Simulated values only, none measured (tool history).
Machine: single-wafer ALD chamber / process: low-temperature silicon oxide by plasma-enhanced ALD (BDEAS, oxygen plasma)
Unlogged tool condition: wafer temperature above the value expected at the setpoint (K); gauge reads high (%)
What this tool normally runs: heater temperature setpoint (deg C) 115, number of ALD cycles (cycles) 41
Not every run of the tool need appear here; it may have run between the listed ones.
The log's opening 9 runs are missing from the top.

run    hour  heater temperature setpoint (deg C)  number of ALD cycles (cycles)  wafers since the last listed run  hours since the last thermocouple change  hours since the gauge calibration  read-back reference wafer on the same gauge, thickness_nm  mean film thickness on the monitor wafer (angstrom)
 10   609.7                                  115                             46                               477                                    1592.9                             1492.9                                                      5.362                                                62.29
 11   646.7                                  115                             41                               213                                    1629.9                             1529.9                                                      5.353                                                56.11
 12   694.5                                  115                             41                               275                                    1677.7                             1577.7                                                       5.36                                                55.93
 13   754.9                                  115                             41                               347                                    1738.1                             1638.1                                                       5.36                                                55.59
 14   801.6                                  115                             41                               269                                    1784.8                             1684.8                                                      5.366                                                55.75
 15   867.4                                  115                             41                               379                                    1850.6                             1750.6                                                      5.359                                                   56
 16   924.5                                  103                             41                               328                                    1907.7                             1807.7                                                      5.359                                                57.14
 17    1014                                  128                             38                               515                                    1997.2                             1897.2                                                      5.361                                                50.59
 18    1050                                  109                             44                               207                                    2033.2                             1933.2                                                      5.365                                                60.54
 19  1140.5                                  120                             41                               521                                    2123.7                             2023.7                                                      5.357                                                55.48
 20  1248.1                                  115                             41                               619                                    2231.3                             2131.3                                                      5.355                                                56.37
 21  1313.9                                  108                             45                               379                                    2297.1                             2197.1                                                      5.358                                                61.77
 22    1570                                  115                             35                              1475                                    2553.2                             2453.2                                                      5.352                                                47.34

Expected results for the next run?
     1759.5  -- gauge calibrated
     1874.2  -- thermocouple changed; heater temperature recalibrated
 23  1888.2                                  108                             33                              1787                                        14                              128.7                                                          ?                                                    ?

read-back reference wafer on the same gauge, thickness_nm: 5.358
mean film thickness on the monitor wafer (angstrom): 45.39
If the tool had no hidden condition, the same run with the same run-to-run variation would have returned mean film thickness on the monitor wafer (angstrom) 45.39.
